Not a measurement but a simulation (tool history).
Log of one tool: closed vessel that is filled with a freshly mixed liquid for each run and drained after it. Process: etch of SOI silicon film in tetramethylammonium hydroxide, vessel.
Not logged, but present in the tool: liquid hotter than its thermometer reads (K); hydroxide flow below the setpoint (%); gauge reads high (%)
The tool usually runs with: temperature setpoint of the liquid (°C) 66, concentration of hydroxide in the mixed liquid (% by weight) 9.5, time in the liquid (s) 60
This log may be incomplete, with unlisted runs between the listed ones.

run    hour  temperature setpoint of the liquid (°C)  concentration of hydroxide in the mixed liquid (% by weight)  time in the liquid (s)  wafers since the last listed run  hours since the thermometer was replaced  hours since the hydroxide flow meter was replaced  hours since the gauge calibration  read-back film thickness of the SOI silicon film reference wafer, read on the same gauge (nm)  thickness taken off the SOI silicon film on a monitor wafer (Å)
  1       0                                     63.5                                                           9.5                      45                                 0                                     285.3                                              906.7                             1201.5                                                                                         129.99                                                           2201.3
        0.9  -- gauge calibrated
  2      98                                     63.5                                                           9.5                      45                             10365                                     383.3                                             1004.7                               97.1                                                                                         130.01                                                           2233.6
      225.5  -- hydroxide flow meter replaced
  3   249.7                                       66                                                           9.5                      60                             15939                                       535                                               24.2                              248.8                                                                                         129.99                                                           3507.9
  4     307                                       66                                                           9.5                      60                              6060                                     592.3                                               81.5                              306.1                                                                                            130                                                           3490.1
  5   374.9                                       66                                                           9.5                      60                              7181                                     660.2                                              149.4                                374                                                                                         130.01                                                           3514.4
  6   446.6                                       66                                                           9.5                      60                              7583                                     731.9                                              221.1                              445.7                                                                                         130.01                                                           3448.1
  7   538.1                                       66                                                           9.5                      60                              9677                                     823.4                                              312.6                              537.2                                                                                         129.98                                                             3476
  8   642.8                                       66                                                           9.5                      60                             11074                                     928.1                                              417.3                              641.9                                                                                         129.99                                                             3530
  9     698                                       69                                                           9.5                      50                              5838                                     983.3                                              472.5                              697.1                                                                                            130                                                           3495.1
 10   755.5                                       69                                                           9.5                      50                              6081                                    1040.8                                                530                              754.6                                                                                         129.99                                                           3510.8
 11   852.1                                       69                                                           9.5                      50                             10217                                    1137.4                                              626.6                              851.2                                                                                         129.99                                                           3512.7
 12   902.2                                       66                                                             8                      60                              5299                                    1187.5                                              676.7                              901.3                                                                                         130.02                                                           3750.7
 13   998.2                                       66                                                             9                      60                             10153                                    1283.5                                              772.7                              997.3                                                                                         130.02                                                           3596.8
 14  1060.6                                       66                                                             9                      60                              6600                                    1345.9                                              835.1                             1059.7                                                                                         130.01                                                           3643.8
 15  1157.5                                       66                                                             9                      60                             10249                                    1442.8                                                932                             1156.6                                                                                         130.02                                                           3588.6
 16  1237.2                                     60.5                                                           9.5                      50                              8429                                    1522.5                                             1011.7                             1236.3                                                                                         130.03                                                             2093
 17  1302.4                                     73.5                                                           8.5                      60                              6896                                    1587.7                                             1076.9                             1301.5                                                                                         130.01                                                           5717.2
 18  1387.5                                     73.5                                                           8.5                      30                              9001                                    1672.8                                               1162                             1386.6                                                                                         129.98                                                           2894.4
     1437.8  -- hydroxide flow meter replaced
     1444.8  -- gauge calibrated
 19    1483                                       66                                                           9.5                      60                              9995                                    1768.3                                               45.2                               38.2                                                                                         129.99                                                           3540.4
 20  1579.8                                     69.5                                                          10.5                      75                             10238                                    1865.1                                                142                                135                                                                                            130                                                           5223.4
 21  1619.5                                       66                                                           9.5                      60                              4199                                    1904.8                                              181.7                              174.7                                                                                            130                                                           3577.6
 22  1685.4                                       66                                                           9.5                      60                              6970                                    1970.7                                              247.6                              240.6                                                                                         129.99                                                             3599
 23  1760.4                                       66                                                           9.5                      60                              7932                                    2045.7                                              322.6                              315.6                                                                                            130                                                           3535.1
     1805.5  -- thermometer replaced
 24  1859.8                                       66                                                           9.5                      60                             10407                                      54.3                                                422                                415                                                                                         130.02                                                           3442.3
 25  1914.2                                       66                                                           8.5                      40                              5753                                     108.7                                              476.4                              469.4                                                                                         129.99                                                           2394.6
 26    1955                                       66                                                            12                      90                              4315                                     149.5                                              517.2                              510.2                                                                                         130.02                                                           4799.2
 27  2020.6                                     71.5                                                           9.5                      85                              6938                                     215.1                                              582.8                              575.8                                                                                            130                                                           6867.3
 28  2070.9                                     59.5                                                             8                      30                              5320                                     265.4                                              633.1                              626.1                                                                                         130.02                                                           1245.6
 29  2144.9                                     63.5                                                           9.5                      60                              7826                                     339.4                                              707.1                              700.1                                                                                            130                                                           2936.1
 30  2188.4                                       66                                                          10.5                      60                              4601                                     382.9                                              750.6                              743.6                                                                                         129.98                                                             3308
 31  2236.7                                       66                                                          11.5                      60                              5108                                     431.2                                              798.9                              791.9                                                                                            130                                                           3177.9
 32  2278.9                                     59.5                                                             8                      85                              4463                                     473.4                                              841.1                              834.1                                                                                            130                                                           3512.6
 33  2382.7                                       63                                                           8.5                      85                             10978                                     577.2                                              944.9                              937.9                                                                                         129.99                                                           4279.1

Run by run, hidden condition taken away, random variation retained:
run  thickness taken off the SOI silicon film on a monitor wafer (Å)
  1                                                           2185.3
  2                                                           2213.2
  3                                                           3463.9
  4                                                           3442.2
  5                                                             3462
  6                                                           3390.6
  7                                                           3411.9
  8                                                           3456.6
  9                                                           3419.7
 10                                                           3430.9
 11                                                           3426.8
 12                                                           3652.9
 13                                                           3496.7
 14                                                           3536.1
 15                                                           3476.3
 16                                                           2021.6
 17                                                           5529.9
 18                                                           2794.7
 19                                                           3405.1
 20                                                           5018.8
 21                                                           3430.5
 22                                                           3446.9
 23                                                           3379.6
 24                                                           3434.1
 25                                                           2385.9
 26                                                           4776.1
 27                                                           6827.4
 28                                                           1236.2
 29                                                           2909.4
 30                                                           3276.4
 31                                                           3143.7
 32                                                           3470.8
 33                                                           4219.4
